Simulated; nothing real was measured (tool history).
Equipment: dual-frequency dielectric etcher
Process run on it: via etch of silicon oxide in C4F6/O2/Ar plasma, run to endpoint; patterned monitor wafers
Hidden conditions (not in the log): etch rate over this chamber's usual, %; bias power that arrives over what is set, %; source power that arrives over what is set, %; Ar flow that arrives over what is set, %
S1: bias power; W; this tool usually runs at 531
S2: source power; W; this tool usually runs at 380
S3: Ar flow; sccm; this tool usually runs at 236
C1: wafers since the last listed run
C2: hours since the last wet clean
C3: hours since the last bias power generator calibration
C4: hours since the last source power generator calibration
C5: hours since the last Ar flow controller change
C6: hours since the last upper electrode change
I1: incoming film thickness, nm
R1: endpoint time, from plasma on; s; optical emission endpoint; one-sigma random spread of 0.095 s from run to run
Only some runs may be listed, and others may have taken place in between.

| run | hour | S1 | S2 | S3 | C1 | C2 | C3 | C4 | C5 | C6 | I1 | R1 |
|---|---|---|---|---|---|---|---|---|---|---|---|---|
| 1 | 0.0 | 531 | 380 | 236 | 0 | 524.9 | 3212.1 | 3773.4 | 5980.9 | 4861.6 | 107.2 | 24.2 |
|  | 30.6 | wet clean of the chamber |
| 2 | 31.1 | 531 | 380 | 236 | 113 | 0.5 | 3243.2 | 3804.5 | 6012.0 | 4892.7 | 106.4 | 22.9 |
| 3 | 47.3 | 531 | 380 | 236 | 259 | 16.7 | 3259.4 | 3820.7 | 6028.2 | 4908.9 | 107.1 | 23.0 |
| 4 | 76.6 | 531 | 380 | 236 | 468 | 46.0 | 3288.7 | 3850.0 | 6057.5 | 4938.2 | 107.2 | 22.9 |
| 5 | 89.6 | 468 | 380 | 202 | 207 | 59.0 | 3301.7 | 3863.0 | 6070.5 | 4951.2 | 106.5 | 23.5 |
| 6 | 112.7 | 531 | 350 | 223 | 369 | 82.1 | 3324.8 | 3886.1 | 6093.6 | 4974.3 | 107.4 | 23.6 |
| 7 | 124.7 | 531 | 380 | 236 | 191 | 94.1 | 3336.8 | 3898.1 | 6105.6 | 4986.3 | 107.8 | 23.3 |
| 8 | 153.8 | 531 | 380 | 236 | 465 | 123.2 | 3365.9 | 3927.2 | 6134.7 | 5015.4 | 107.9 | 23.5 |
| 9 | 167.5 | 531 | 380 | 236 | 219 | 136.9 | 3379.6 | 3940.9 | 6148.4 | 5029.1 | 106.8 | 23.0 |
| 10 | 189.6 | 531 | 380 | 236 | 353 | 159.0 | 3401.7 | 3963.0 | 6170.5 | 5051.2 | 107.0 | 23.2 |
| 11 | 214.4 | 417 | 320 | 212 | 396 | 183.8 | 3426.5 | 3987.8 | 6195.3 | 5076.0 | 107.4 | 26.2 |
|  | 238.1 | Ar flow controller replaced |
| 12 | 244.7 | 589 | 340 | 236 | 388 | 214.1 | 3456.8 | 4018.1 | 6.6 | 5106.3 | 107.4 | 23.5 |
| 13 | 259.7 | 531 | 380 | 236 | 239 | 229.1 | 3471.8 | 4033.1 | 21.6 | 5121.3 | 107.9 | 23.4 |
| 14 | 287.2 | 643 | 340 | 215 | 439 | 256.6 | 3499.3 | 4060.6 | 49.1 | 5148.8 | 106.4 | 22.5 |
| 15 | 365.8 | 608 | 380 | 253 | 1256 | 335.2 | 3577.9 | 4139.2 | 127.7 | 5227.4 | 106.4 | 22.7 |
| 16 | 385.0 | 422 | 310 | 236 | 307 | 354.4 | 3597.1 | 4158.4 | 146.9 | 5246.6 | 107.1 | 26.9 |
|  | 398.5 | source power generator calibrated |
| 17 | 401.9 | 618 | 420 | 282 | 206 | 371.3 | 3614.0 | 3.4 | 163.8 | 5263.5 | 107.2 | 22.2 |
| 18 | 426.3 | 531 | 380 | 236 | 390 | 395.7 | 3638.4 | 27.8 | 188.2 | 5287.9 | 107.2 | 23.7 |
| 19 | 459.2 | 472 | 280 | 271 | 526 | 428.6 | 3671.3 | 60.7 | 221.1 | 5320.8 | 107.5 | 27.5 |
|  | 480.1 | bias power generator calibrated |
| 20 | 481.6 | 531 | 380 | 236 | 294 | 451.0 | 1.5 | 83.1 | 243.5 | 5343.2 | 106.8 | 23.9 |
|  | 510.6 | wet clean of the chamber |
|  | 525.6 | upper electrode replaced |
| 21 | 526.1 | 531 | 440 | 212 | 87 | 15.5 | 46.0 | 127.6 | 288.0 | 0.5 | 107.9 | 21.8 |
| 22 | 537.5 | 572 | 380 | 288 | 182 | 26.9 | 57.4 | 139.0 | 299.4 | 11.9 | 108.0 | 23.1 |
| 23 | 549.9 | 531 | 380 | 236 | 198 | 39.3 | 69.8 | 151.4 | 311.8 | 24.3 | 106.8 | 23.0 |
| 24 | 582.7 | 531 | 380 | 236 | 524 | 72.1 | 102.6 | 184.2 | 344.6 | 57.1 | 107.9 | 23.4 |
| 25 | 598.1 | 531 | 380 | 236 | 246 | 87.5 | 118.0 | 199.6 | 360.0 | 72.5 | 107.2 | 23.3 |
| 26 | 646.9 | 531 | 460 | 236 | 780 | 136.3 | 166.8 | 248.4 | 408.8 | 121.3 | 106.9 | 21.8 |
| 27 | 676.3 | 531 | 450 | 220 | 470 | 165.7 | 196.2 | 277.8 | 438.2 | 150.7 | 106.2 | 21.7 |
| 28 | 710.8 | 487 | 350 | 236 | 551 | 200.2 | 230.7 | 312.3 | 472.7 | 185.2 | 107.2 | 24.7 |

The next listed run, before its measurement:
| 29 | 729.2 | 451 | 380 | 188 | 294 | 218.6 | 249.1 | 330.7 | 491.1 | 203.6 | 108.0 | ? |

Run 29 gave R1 24.5 s.
Without the tool's hidden state the same run would have given R1 24.0 s.
